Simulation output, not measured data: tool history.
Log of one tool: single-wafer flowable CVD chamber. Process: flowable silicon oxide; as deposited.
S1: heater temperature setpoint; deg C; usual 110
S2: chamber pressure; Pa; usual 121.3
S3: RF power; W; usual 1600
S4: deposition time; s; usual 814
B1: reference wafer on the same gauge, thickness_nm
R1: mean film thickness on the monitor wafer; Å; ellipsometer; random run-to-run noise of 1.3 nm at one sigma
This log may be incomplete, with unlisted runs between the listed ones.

{"run": 1, "hour": 0.0, "S1": 110, "S2": 121.3, "S3": 1600, "S4": 814, "B1": 378.968, "R1": 3610.54}
{"run": 2, "hour": 29.5, "S1": 110, "S2": 121.3, "S3": 1600, "S4": 814, "B1": 378.864, "R1": 3617.55}
{"run": 3, "hour": 45.6, "S1": 110, "S2": 121.3, "S3": 1600, "S4": 901, "B1": 379.166, "R1": 4009.16}
{"run": 4, "hour": 74.1, "S1": 119, "S2": 121.3, "S3": 1600, "S4": 696, "B1": 379.097, "R1": 2240.72}
{"run": 5, "hour": 90.6, "S1": 110, "S2": 121.3, "S3": 1600, "S4": 814, "B1": 378.976, "R1": 3605.71}
{"run": 6, "hour": 126.5, "S1": 120, "S2": 121.3, "S3": 1690, "S4": 763, "B1": 379.065, "R1": 2430.12}
{"run": 7, "hour": 158.8, "S1": 110, "S2": 129.6, "S3": 1600, "S4": 858, "B1": 378.659, "R1": 4069.54}
{"run": 8, "hour": 171.0, "S1": 110, "S2": 121.3, "S3": 1600, "S4": 814, "B1": 378.809, "R1": 3634.28}
{"hour": 205.2, "done": "capacitance manometer re-zeroed and calibrated"}
{"run": 9, "hour": 205.7, "S1": 103, "S2": 121.3, "S3": 1710, "S4": 814, "B1": 378.355, "R1": 4756.84}
{"run": 10, "hour": 220.0, "S1": 99, "S2": 121.3, "S3": 1770, "S4": 749, "B1": 378.989, "R1": 5144.08}
{"run": 11, "hour": 251.4, "S1": 110, "S2": 121.3, "S3": 1600, "S4": 941, "B1": 379.694, "R1": 4175.65}
{"run": 12, "hour": 268.6, "S1": 110, "S2": 121.3, "S3": 1600, "S4": 814, "B1": 379.067, "R1": 3584.71}
{"hour": 297.3, "done": "showerhead replaced"}
{"run": 13, "hour": 297.8, "S1": 110, "S2": 148.0, "S3": 1600, "S4": 904, "B1": 378.628, "R1": 4885.87}
{"run": 14, "hour": 304.9, "S1": 110, "S2": 121.3, "S3": 1600, "S4": 814, "B1": 378.9, "R1": 3600.96}
{"hour": 308.0, "done": "gauge calibrated"}
{"run": 15, "hour": 326.6, "S1": 110, "S2": 121.3, "S3": 1685, "S4": 814, "B1": 379.486, "R1": 3645.42}
{"run": 16, "hour": 353.7, "S1": 110, "S2": 121.3, "S3": 1600, "S4": 814, "B1": 379.081, "R1": 3597.33}
{"run": 17, "hour": 372.7, "S1": 97, "S2": 142.1, "S3": 1810, "S4": 736, "B1": 379.423, "R1": 6437.97}
{"run": 18, "hour": 401.0, "S1": 105, "S2": 95.3, "S3": 1600, "S4": 720, "B1": 379.312, "R1": 2989.21}
{"run": 19, "hour": 433.7, "S1": 110, "S2": 121.3, "S3": 1600, "S4": 814, "B1": 378.746, "R1": 3621.51}
{"run": 20, "hour": 459.8, "S1": 116, "S2": 121.3, "S3": 1720, "S4": 752, "B1": 378.773, "R1": 2751.46}
{"run": 21, "hour": 496.0, "S1": 121, "S2": 99.9, "S3": 1460, "S4": 954, "B1": 378.856, "R1": 2335.57}
{"run": 22, "hour": 529.1, "S1": 110, "S2": 99.1, "S3": 1600, "S4": 814, "B1": 379.075, "R1": 2942.85}
{"run": 23, "hour": 561.4, "S1": 110, "S2": 129.6, "S3": 1600, "S4": 858, "B1": 378.595, "R1": 4067.32}
{"run": 24, "hour": 585.1, "S1": 110, "S2": 139.5, "S3": 1425, "S4": 814, "B1": 379.021, "R1": 4081.29}
{"run": 25, "hour": 612.1, "S1": 124, "S2": 111.7, "S3": 1600, "S4": 865, "B1": 378.685, "R1": 2212.38}
{"run": 26, "hour": 626.4, "S1": 110, "S2": 121.3, "S3": 1600, "S4": 814, "B1": 378.69, "R1": 3599.24}
{"run": 27, "hour": 650.5, "S1": 110, "S2": 138.7, "S3": 1600, "S4": 772, "B1": 378.911, "R1": 3919.43}

Forecast each of these 5 alternatives for the next run:
{"run": "A", "hour": 651.1, "S1": 110, "S2": 149.7, "S3": 1600, "S4": 814, "B1": "?", "R1": "?"}
{"run": "B", "hour": 651.1, "S1": 110, "S2": 150.0, "S3": 1600, "S4": 814, "B1": "?", "R1": "?"}
{"run": "C", "hour": 651.1, "S1": 103, "S2": 121.3, "S3": 1495, "S4": 814, "B1": "?", "R1": "?"}
{"run": "D", "hour": 651.1, "S1": 110, "S2": 121.3, "S3": 1795, "S4": 750, "B1": "?", "R1": "?"}
{"run": "E", "hour": 651.1, "S1": 110, "S2": 110.9, "S3": 1695, "S4": 738, "B1": "?", "R1": "?"}

run=A B1=379.320 R1=4457.46
run=B B1=379.320 R1=4464.95
run=C B1=379.320 R1=4647.55
run=D B1=379.320 R1=3408.73
run=E B1=379.320 R1=3028.06
What these runs would have given with no unlogged condition in the tool:
run=A R1=4457.46
run=B R1=4464.95
run=C R1=4647.55
run=D R1=3408.73
run=E R1=3028.06
